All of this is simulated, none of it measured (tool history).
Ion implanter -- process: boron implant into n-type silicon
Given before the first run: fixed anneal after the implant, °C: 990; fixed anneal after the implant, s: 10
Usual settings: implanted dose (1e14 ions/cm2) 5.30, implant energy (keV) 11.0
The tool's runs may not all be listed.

run,hour,implanted dose (1e14 ions/cm2),implant energy (keV),wafers since the last listed run,hours since the last dose calibration,hours since the extraction supply was calibrated,hours since the gauge calibration,"read-back reference wafer on the same gauge, sheet resistance",sheet resistance of the implanted and annealed layer (ohm/square)
1,0.0,5.30,11.0,0,1016.6,2842.4,139.1,245.01,215.83
2,10.6,5.30,11.0,110,1027.2,2853.0,149.7,245.05,216.68
3,23.5,5.30,11.0,134,1040.1,2865.9,162.6,244.92,215.61
4,37.0,5.30,11.0,140,1053.6,2879.4,176.1,244.97,216.06
5,52.1,5.30,11.0,157,1068.7,2894.5,191.2,244.97,215.72
6,68.8,5.30,11.0,174,1085.4,2911.2,207.9,245.09,215.15
7,83.7,4.83,13.5,155,1100.3,2926.1,222.8,244.88,229.53
8,96.9,6.32,11.0,137,1113.5,2939.3,236.0,245.10,189.25
9,113.6,6.32,11.0,174,1130.2,2956.0,252.7,244.92,187.47
10,121.3,6.32,11.0,80,1137.9,2963.7,260.4,245.00,188.47
11,138.0,5.30,11.0,174,1154.6,2980.4,277.1,245.07,214.19
12,155.2,5.30,11.0,179,1171.8,2997.6,294.3,245.08,214.82
13,164.4,5.30,8.0,95,1181.0,3006.8,303.5,245.00,221.78
14,181.6,5.30,11.0,179,1198.2,3024.0,320.7,245.03,216.24
# hour 190.7: Faraday cup replaced and dose calibrated
# hour 196.4: extraction supply calibrated
15,198.6,5.30,11.0,34,7.9,2.2,337.7,245.19,214.85
16,209.6,5.30,11.0,114,18.9,13.2,348.7,245.04,216.42
17,225.5,5.30,11.0,165,34.8,29.1,364.6,245.01,215.19
18,238.1,5.30,11.0,131,47.4,41.7,377.2,245.25,216.02
19,246.3,5.30,14.0,85,55.6,49.9,385.4,244.95,212.41
20,252.9,6.61,9.0,68,62.2,56.5,392.0,245.07,186.84
# hour 266.8: gauge calibrated
21,268.7,5.30,11.0,164,78.0,72.3,1.9,245.03,217.80
22,283.5,4.33,7.5,154,92.8,87.1,16.7,244.97,264.84
23,297.3,5.30,11.0,143,106.6,100.9,30.5,245.01,215.80
24,313.0,6.65,8.5,163,122.3,116.6,46.2,245.01,187.32
25,319.2,5.89,11.0,64,128.5,122.8,52.4,244.93,198.64
26,334.0,5.30,11.0,154,143.3,137.6,67.2,244.74,214.55
27,345.8,4.33,9.0,122,155.1,149.4,79.0,244.96,258.82
28,362.3,5.72,8.0,171,171.6,165.9,95.5,245.02,210.61
29,374.8,5.30,11.0,130,184.1,178.4,108.0,245.02,214.83
30,388.6,5.30,11.0,143,197.9,192.2,121.8,244.99,217.80
31,396.0,5.97,7.5,77,205.3,199.6,129.2,245.02,206.11
32,402.3,3.78,12.5,65,211.6,205.9,135.5,245.07,283.84
33,411.1,3.80,9.0,91,220.4,214.7,144.3,244.78,290.73
34,425.9,4.00,12.0,154,235.2,229.5,159.1,244.76,270.37
35,433.2,4.29,14.0,76,242.5,236.8,166.4,244.85,252.84

Below are 5 alternative next runs, each starting from the tool's condition after run 35. Predict each:
A,433.6,6.44,11.0,4,242.9,237.2,166.8,?,?
B,433.6,6.56,14.0,4,242.9,237.2,166.8,?,?
C,433.6,5.99,12.5,4,242.9,237.2,166.8,?,?
D,433.6,6.74,13.5,4,242.9,237.2,166.8,?,?
E,433.6,4.46,9.0,4,242.9,237.2,166.8,?,?

run,"read-back reference wafer on the same gauge, sheet resistance",sheet resistance of the implanted and annealed layer (ohm/square)
A,245.03,185.74
B,245.03,179.85
C,245.03,194.54
D,245.03,176.53
E,245.03,252.92
What these runs would have given with no unlogged condition in the tool:
run,sheet resistance of the implanted and annealed layer (ohm/square)
A,185.74
B,179.85
C,194.54
D,176.53
E,252.92
